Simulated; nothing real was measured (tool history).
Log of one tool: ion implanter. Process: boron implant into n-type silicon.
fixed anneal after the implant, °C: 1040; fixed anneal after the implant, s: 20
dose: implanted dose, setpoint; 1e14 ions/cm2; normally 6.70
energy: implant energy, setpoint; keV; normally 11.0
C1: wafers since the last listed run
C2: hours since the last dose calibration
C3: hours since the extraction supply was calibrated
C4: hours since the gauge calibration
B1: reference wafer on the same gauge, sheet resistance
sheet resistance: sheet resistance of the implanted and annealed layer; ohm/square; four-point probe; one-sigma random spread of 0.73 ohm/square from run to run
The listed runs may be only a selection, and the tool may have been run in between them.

run 1 hour=0.0 | dose=6.70 energy=11.0 | C1=0 C2=1960.5 C3=3385.1 C4=882.2 | B1=144.00 | sheet_resistance=167.48
run 2 hour=14.5 | dose=5.44 energy=11.0 | C1=227 C2=1975.0 C3=3399.6 C4=896.7 | B1=143.99 | sheet_resistance=202.82
run 3 hour=73.7 | dose=5.44 energy=11.0 | C1=926 C2=2034.2 C3=3458.8 C4=955.9 | B1=144.03 | sheet_resistance=202.74
run 4 hour=85.9 | dose=6.70 energy=11.0 | C1=191 C2=2046.4 C3=3471.0 C4=968.1 | B1=144.03 | sheet_resistance=168.19
run 5 hour=116.8 | dose=6.70 energy=10.0 | C1=483 C2=2077.3 C3=3501.9 C4=999.0 | B1=143.90 | sheet_resistance=169.33
run 6 hour=149.9 | dose=6.70 energy=10.0 | C1=518 C2=2110.4 C3=3535.0 C4=1032.1 | B1=144.00 | sheet_resistance=169.48
-- hour=154.5 gauge calibrated
run 7 hour=170.7 | dose=6.70 energy=10.0 | C1=325 C2=2131.2 C3=3555.8 C4=16.2 | B1=144.03 | sheet_resistance=169.44
run 8 hour=199.3 | dose=6.70 energy=12.0 | C1=447 C2=2159.8 C3=3584.4 C4=44.8 | B1=143.97 | sheet_resistance=166.34
run 9 hour=212.2 | dose=6.70 energy=12.0 | C1=201 C2=2172.7 C3=3597.3 C4=57.7 | B1=143.98 | sheet_resistance=167.27
run 10 hour=248.0 | dose=6.70 energy=12.0 | C1=560 C2=2208.5 C3=3633.1 C4=93.5 | B1=144.00 | sheet_resistance=165.68
run 11 hour=272.8 | dose=6.70 energy=11.0 | C1=388 C2=2233.3 C3=3657.9 C4=118.3 | B1=144.03 | sheet_resistance=169.45
run 12 hour=293.4 | dose=6.70 energy=11.0 | C1=322 C2=2253.9 C3=3678.5 C4=138.9 | B1=143.91 | sheet_resistance=167.66
run 13 hour=329.1 | dose=6.70 energy=11.0 | C1=558 C2=2289.6 C3=3714.2 C4=174.6 | B1=143.69 | sheet_resistance=167.95
run 14 hour=345.2 | dose=8.36 energy=9.0 | C1=252 C2=2305.7 C3=3730.3 C4=190.7 | B1=143.90 | sheet_resistance=141.15
run 15 hour=367.6 | dose=6.70 energy=13.5 | C1=350 C2=2328.1 C3=3752.7 C4=213.1 | B1=144.02 | sheet_resistance=164.47
run 16 hour=386.2 | dose=5.91 energy=9.5 | C1=291 C2=2346.7 C3=3771.3 C4=231.7 | B1=143.86 | sheet_resistance=190.69
run 17 hour=414.3 | dose=6.70 energy=11.0 | C1=439 C2=2374.8 C3=3799.4 C4=259.8 | B1=144.14 | sheet_resistance=167.95
-- hour=435.2 extraction supply calibrated
run 18 hour=445.1 | dose=6.70 energy=11.0 | C1=356 C2=2405.6 C3=9.9 C4=290.6 | B1=144.00 | sheet_resistance=168.44
-- hour=458.4 Faraday cup replaced and dose calibrated
run 19 hour=473.2 | dose=6.70 energy=11.0 | C1=314 C2=14.8 C3=38.0 C4=318.7 | B1=143.87 | sheet_resistance=169.08
run 20 hour=497.8 | dose=4.81 energy=8.5 | C1=385 C2=39.4 C3=62.6 C4=343.3 | B1=144.17 | sheet_resistance=228.29
run 21 hour=521.7 | dose=6.04 energy=13.0 | C1=374 C2=63.3 C3=86.5 C4=367.2 | B1=143.88 | sheet_resistance=180.62
run 22 hour=557.6 | dose=6.70 energy=15.0 | C1=562 C2=99.2 C3=122.4 C4=403.1 | B1=143.90 | sheet_resistance=165.06
run 23 hour=578.8 | dose=8.36 energy=8.0 | C1=331 C2=120.4 C3=143.6 C4=424.3 | B1=143.83 | sheet_resistance=143.97
run 24 hour=599.2 | dose=6.70 energy=9.0 | C1=319 C2=140.8 C3=164.0 C4=444.7 | B1=143.98 | sheet_resistance=172.04
run 25 hour=614.8 | dose=8.30 energy=9.5 | C1=244 C2=156.4 C3=179.6 C4=460.3 | B1=144.15 | sheet_resistance=142.28
run 26 hour=643.2 | dose=6.70 energy=13.0 | C1=444 C2=184.8 C3=208.0 C4=488.7 | B1=144.33 | sheet_resistance=165.07
run 27 hour=677.4 | dose=6.70 energy=8.0 | C1=535 C2=219.0 C3=242.2 C4=522.9 | B1=144.10 | sheet_resistance=174.00
run 28 hour=689.9 | dose=6.70 energy=11.0 | C1=195 C2=231.5 C3=254.7 C4=535.4 | B1=144.18 | sheet_resistance=168.23
run 29 hour=715.7 | dose=6.70 energy=8.5 | C1=403 C2=257.3 C3=280.5 C4=561.2 | B1=144.04 | sheet_resistance=172.74
run 30 hour=748.3 | dose=6.70 energy=11.0 | C1=510 C2=289.9 C3=313.1 C4=593.8 | B1=143.98 | sheet_resistance=167.82
run 31 hour=772.9 | dose=5.40 energy=8.0 | C1=385 C2=314.5 C3=337.7 C4=618.4 | B1=143.95 | sheet_resistance=208.63
run 32 hour=795.7 | dose=8.37 energy=14.0 | C1=356 C2=337.3 C3=360.5 C4=641.2 | B1=143.87 | sheet_resistance=135.64
run 33 hour=809.6 | dose=6.14 energy=14.5 | C1=217 C2=351.2 C3=374.4 C4=655.1 | B1=143.96 | sheet_resistance=176.81
run 34 hour=827.7 | dose=6.70 energy=11.0 | C1=283 C2=369.3 C3=392.5 C4=673.2 | B1=144.05 | sheet_resistance=167.91
run 35 hour=845.6 | dose=8.22 energy=11.0 | C1=280 C2=387.2 C3=410.4 C4=691.1 | B1=144.08 | sheet_resistance=140.11
run 36 hour=863.1 | dose=6.70 energy=11.0 | C1=273 C2=404.7 C3=427.9 C4=708.6 | B1=144.13 | sheet_resistance=168.04
run 37 hour=891.5 | dose=5.72 energy=7.5 | C1=444 C2=433.1 C3=456.3 C4=737.0 | B1=143.89 | sheet_resistance=199.16

List, for all runs, the conditions of the tool that the log does not record:
deviation of the true dose from the Faraday cup's reading, %: 0, the same for each run
deviation of the true energy from its setpoint, %: 0, the same for each run
gauge reads high (%): 0, the same for each run
